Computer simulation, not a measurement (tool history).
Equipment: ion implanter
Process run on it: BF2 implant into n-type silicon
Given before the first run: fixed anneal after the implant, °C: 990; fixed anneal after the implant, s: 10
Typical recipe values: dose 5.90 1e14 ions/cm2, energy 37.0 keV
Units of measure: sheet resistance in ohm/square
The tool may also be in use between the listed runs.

run     day  dose  energy  read-back reference wafer on the same gauge, sheet resistance  sheet resistance
  1   0.000  5.90    37.0                                                         180.88            230.19
  2   1.983  5.90    37.0                                                         180.98            229.56
  3   3.458  5.90    37.0                                                         180.95            230.11
  4   4.479  5.90    37.0                                                         181.13            229.71
  5   7.346  5.90    37.0                                                         180.96            229.67
  6   8.525  5.90    37.0                                                         181.10            230.31
  7  11.462  5.90    37.0                                                         180.97            229.94
  8  13.833  5.90    37.0                                                         180.93            230.76
  9  16.446  5.90    37.0                                                         181.12            230.61
     19.950  -- Faraday cup replaced and dose calibrated
 10  22.638  5.90    37.0                                                         180.96            225.10
 11  23.833  5.05    37.0                                                         181.03            253.32
     26.012  -- extraction supply calibrated
 12  26.471  5.90    30.5                                                         181.05            237.88
 13  27.750  5.90    30.5                                                         180.96            237.51
 14  28.888  5.90    30.5                                                         180.98            238.39
 15  31.238  5.90    37.0                                                         180.88            226.54
     32.492  -- gauge calibrated
 16  33.775  5.90    37.0                                                         181.17            226.55
 17  34.854  4.35    46.0                                                         181.10            282.22
 18  36.171  5.10    28.5                                                         181.05            268.07
 19  38.312  4.52    42.5                                                         181.00            275.75
 20  39.375  4.90    45.5                                                         180.92            254.46
 21  41.304  7.48    24.5                                                         180.86            232.26
 22  42.475  5.90    37.0                                                         180.94            227.59
 23  44.088  5.90    28.0                                                         180.98            246.30
 24  46.396  6.50    37.0                                                         181.15            213.10

Forecast run 25:
 25  49.233  5.90    37.0                                                              ?                 ?

{"run 25": {"read-back reference wafer on the same gauge, sheet resistance": 180.98, "sheet resistance": 228.12}}
Had the tool carried no hidden state, the very same run would have given sheet resistance 225.48 ohm/square.
